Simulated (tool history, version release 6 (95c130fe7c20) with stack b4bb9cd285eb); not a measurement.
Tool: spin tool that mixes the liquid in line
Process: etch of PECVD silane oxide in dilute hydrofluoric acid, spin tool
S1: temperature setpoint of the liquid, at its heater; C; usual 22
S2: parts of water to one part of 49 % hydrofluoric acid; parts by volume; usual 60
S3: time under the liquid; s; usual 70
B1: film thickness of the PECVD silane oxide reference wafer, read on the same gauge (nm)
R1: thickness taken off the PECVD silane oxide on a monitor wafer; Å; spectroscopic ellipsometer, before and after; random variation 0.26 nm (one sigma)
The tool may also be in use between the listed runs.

| run | hour | S1 | S2 | S3 | B1 | R1 |
|---|---|---|---|---|---|---|
| 1 | 0 | 22 | 60 | 70 | 40.02 | 291.8 |
| 2 | 55.7 | 22 | 60 | 70 | 39.99 | 284.4 |
| 3 | 107.4 | 22 | 60 | 70 | 39.98 | 280.9 |
| 4 | 168.2 | 22 | 50 | 50 | 40 | 245.2 |
| 5 | 196.9 | 22 | 70 | 70 | 40 | 231.6 |
| 6 | 249.7 | 22 | 35 | 55 | 40 | 381.4 |
|  | 254.6 | hydrofluoric acid flow meter replaced |
| 7 | 303.1 | 18.5 | 60 | 70 | 39.99 | 252.7 |
| 8 | 352.9 | 18.5 | 60 | 70 | 40 | 253.6 |
|  | 389.1 | gauge calibrated |
| 9 | 400.3 | 18.5 | 60 | 70 | 40 | 249.2 |
| 10 | 464.6 | 22 | 60 | 70 | 40.01 | 283.3 |
| 11 | 520.9 | 22 | 60 | 70 | 40.01 | 278.1 |
| 12 | 545.7 | 22 | 75 | 70 | 39.99 | 217.8 |
| 13 | 590.3 | 18 | 30 | 70 | 40 | 484.8 |
| 14 | 637.2 | 22 | 60 | 70 | 40.01 | 269.3 |
| 15 | 666.7 | 25.5 | 60 | 70 | 40.03 | 310.8 |
| 16 | 724.7 | 26.5 | 60 | 90 | 39.98 | 408.9 |
| 17 | 781.9 | 20.5 | 75 | 35 | 40.02 | 93.8 |
| 18 | 817.3 | 20.5 | 85 | 100 | 40 | 235.9 |
|  | 832.8 | thermometer replaced |
| 19 | 853.9 | 24 | 85 | 105 | 40.02 | 307.3 |
|  | 864 | hydrofluoric acid flow meter replaced |
| 20 | 882.5 | 17 | 60 | 35 | 40.01 | 122.9 |
| 21 | 943.3 | 22 | 60 | 70 | 40 | 301 |
| 22 | 1012.9 | 22 | 60 | 70 | 40 | 295.1 |
| 23 | 1059.8 | 26 | 90 | 70 | 40.02 | 222.3 |
| 24 | 1095.1 | 25 | 75 | 85 | 40.01 | 313.1 |

Forecast each of these 3 alternatives for the next run:
| A | 1095.5 | 22 | 60 | 70 | ? | ? |
| B | 1095.5 | 19 | 60 | 70 | ? | ? |
| C | 1095.5 | 22 | 60 | 105 | ? | ? |

| run | B1 | R1 |
|---|---|---|
| A | 39.99 | 287.6 |
| B | 39.99 | 253.4 |
| C | 39.99 | 431.4 |
Without the tool's hidden state the same runs would have given:
| run | R1 |
|---|---|
| A | 308.4 |
| B | 271.9 |
| C | 462.6 |

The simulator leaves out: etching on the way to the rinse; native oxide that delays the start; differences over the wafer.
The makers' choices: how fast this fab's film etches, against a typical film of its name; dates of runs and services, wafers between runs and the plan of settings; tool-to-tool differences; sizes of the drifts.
